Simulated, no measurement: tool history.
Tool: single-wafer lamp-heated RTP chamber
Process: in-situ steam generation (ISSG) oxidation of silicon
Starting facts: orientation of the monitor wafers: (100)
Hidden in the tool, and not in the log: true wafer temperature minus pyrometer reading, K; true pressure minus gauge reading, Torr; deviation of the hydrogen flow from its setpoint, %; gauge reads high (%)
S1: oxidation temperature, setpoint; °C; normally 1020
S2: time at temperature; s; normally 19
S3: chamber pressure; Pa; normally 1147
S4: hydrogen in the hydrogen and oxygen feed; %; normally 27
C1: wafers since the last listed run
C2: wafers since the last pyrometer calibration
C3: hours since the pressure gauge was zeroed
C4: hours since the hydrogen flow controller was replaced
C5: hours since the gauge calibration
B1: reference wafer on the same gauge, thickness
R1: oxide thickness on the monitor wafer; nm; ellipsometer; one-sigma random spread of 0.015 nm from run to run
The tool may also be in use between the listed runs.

| run | hour | S1 | S2 | S3 | S4 | C1 | C2 | C3 | C4 | C5 | B1 | R1 |
|---|---|---|---|---|---|---|---|---|---|---|---|---|
| 1 | 0.0 | 1031 | 19 | 1147 | 32 | 0 | 896 | 1593.4 | 5472.1 | 993.2 | 5.917 | 7.368 |
| 2 | 14.1 | 1020 | 19 | 1147 | 27 | 146 | 1043 | 1607.5 | 5486.2 | 1007.3 | 5.918 | 6.692 |
| 3 | 37.7 | 1020 | 19 | 1147 | 27 | 245 | 1288 | 1631.1 | 5509.8 | 1030.9 | 5.920 | 6.721 |
| 4 | 51.3 | 1020 | 19 | 1147 | 22 | 141 | 1430 | 1644.7 | 5523.4 | 1044.5 | 5.921 | 6.417 |
| 5 | 70.0 | 1020 | 19 | 1147 | 27 | 194 | 1624 | 1663.4 | 5542.1 | 1063.2 | 5.925 | 6.766 |
| 6 | 100.0 | 1020 | 19 | 1147 | 27 | 312 | 1936 | 1693.4 | 5572.1 | 1093.2 | 5.923 | 6.754 |
|  | 121.4 | hydrogen flow controller replaced |
| 7 | 121.9 | 1020 | 19 | 1227 | 27 | 144 | 2081 | 1715.3 | 0.5 | 1115.1 | 5.922 | 6.679 |
|  | 132.4 | gauge calibrated |
| 8 | 150.8 | 1020 | 19 | 1227 | 27 | 300 | 2381 | 1744.2 | 29.4 | 18.4 | 5.926 | 6.722 |
| 9 | 163.5 | 1020 | 19 | 1227 | 27 | 132 | 2514 | 1756.9 | 42.1 | 31.1 | 5.921 | 6.716 |
| 10 | 189.6 | 1020 | 19 | 1147 | 27 | 271 | 2785 | 1783.0 | 68.2 | 57.2 | 5.914 | 6.766 |
| 11 | 221.1 | 1001 | 12 | 1027 | 27 | 327 | 3113 | 1814.5 | 99.7 | 88.7 | 5.923 | 5.134 |
| 12 | 234.6 | 1020 | 19 | 1147 | 27 | 140 | 3253 | 1828.0 | 113.2 | 102.2 | 5.923 | 6.833 |
|  | 257.2 | pressure gauge zeroed |
| 13 | 263.1 | 1020 | 19 | 1147 | 27 | 213 | 3467 | 5.9 | 141.7 | 130.7 | 5.921 | 6.818 |
| 14 | 281.8 | 1014 | 24 | 1040 | 32 | 194 | 3661 | 24.6 | 160.4 | 149.4 | 5.919 | 7.862 |
|  | 304.9 | pyrometer window cleaned and pyrometer calibrated |
| 15 | 311.5 | 1026 | 19 | 1147 | 27 | 225 | 68 | 54.3 | 190.1 | 179.1 | 5.920 | 6.853 |
| 16 | 330.3 | 1020 | 19 | 1040 | 31 | 195 | 264 | 73.1 | 208.9 | 197.9 | 5.920 | 6.965 |
| 17 | 344.4 | 1011 | 27 | 1307 | 22 | 146 | 411 | 87.2 | 223.0 | 212.0 | 5.918 | 7.165 |
| 18 | 418.7 | 1020 | 19 | 1147 | 27 | 772 | 1184 | 161.5 | 297.3 | 286.3 | 5.925 | 6.745 |
| 19 | 446.1 | 1034 | 23 | 1080 | 27 | 285 | 1469 | 188.9 | 324.7 | 313.7 | 5.920 | 7.996 |
| 20 | 466.8 | 1020 | 19 | 1147 | 32 | 215 | 1684 | 209.6 | 345.4 | 334.4 | 5.920 | 7.060 |
| 21 | 495.6 | 1020 | 16 | 1147 | 27 | 299 | 1984 | 238.4 | 374.2 | 363.2 | 5.918 | 6.260 |
| 22 | 510.9 | 1020 | 13 | 1147 | 31 | 159 | 2143 | 253.7 | 389.5 | 378.5 | 5.916 | 5.877 |
| 23 | 523.7 | 1039 | 14 | 1040 | 18 | 133 | 2276 | 266.5 | 402.3 | 391.3 | 5.917 | 5.820 |
| 24 | 537.2 | 1020 | 12 | 1147 | 32 | 140 | 2416 | 280.0 | 415.8 | 404.8 | 5.916 | 5.730 |
| 25 | 551.5 | 1020 | 25 | 1040 | 18 | 148 | 2565 | 294.3 | 430.1 | 419.1 | 5.921 | 7.106 |
| 26 | 583.0 | 1020 | 19 | 1147 | 27 | 327 | 2893 | 325.8 | 461.6 | 450.6 | 5.922 | 6.799 |
| 27 | 596.8 | 1020 | 19 | 1147 | 27 | 143 | 3036 | 339.6 | 475.4 | 464.4 | 5.919 | 6.814 |
| 28 | 619.8 | 1020 | 22 | 1147 | 20 | 239 | 3276 | 362.6 | 498.4 | 487.4 | 5.916 | 6.840 |
| 29 | 637.9 | 1020 | 16 | 987 | 27 | 188 | 3464 | 380.7 | 516.5 | 505.5 | 5.920 | 6.362 |
| 30 | 662.0 | 1031 | 17 | 1240 | 32 | 250 | 3715 | 404.8 | 540.6 | 529.6 | 5.916 | 7.050 |
| 31 | 687.0 | 1020 | 19 | 987 | 27 | 260 | 3975 | 429.8 | 565.6 | 554.6 | 5.914 | 6.893 |
| 32 | 707.0 | 1020 | 15 | 1053 | 27 | 208 | 4183 | 449.8 | 585.6 | 574.6 | 5.916 | 6.202 |

Each row is a separate what-if for the run after 32, all from the same tool condition, not one after another. Results?
| A | 707.4 | 1020 | 19 | 1147 | 27 | 4 | 4187 | 450.2 | 586.0 | 575.0 | ? | ? |
| B | 707.4 | 1012 | 19 | 1147 | 27 | 4 | 4187 | 450.2 | 586.0 | 575.0 | ? | ? |
| C | 707.4 | 1020 | 25 | 1147 | 27 | 4 | 4187 | 450.2 | 586.0 | 575.0 | ? | ? |

| run | B1 | R1 |
|---|---|---|
| A | 5.924 | 6.873 |
| B | 5.924 | 6.623 |
| C | 5.924 | 7.870 |
The same runs, with their run-to-run variation unchanged, on a tool lacking any hidden condition would have given:
| run | R1 |
|---|---|
| A | 6.655 |
| B | 6.422 |
| C | 7.604 |

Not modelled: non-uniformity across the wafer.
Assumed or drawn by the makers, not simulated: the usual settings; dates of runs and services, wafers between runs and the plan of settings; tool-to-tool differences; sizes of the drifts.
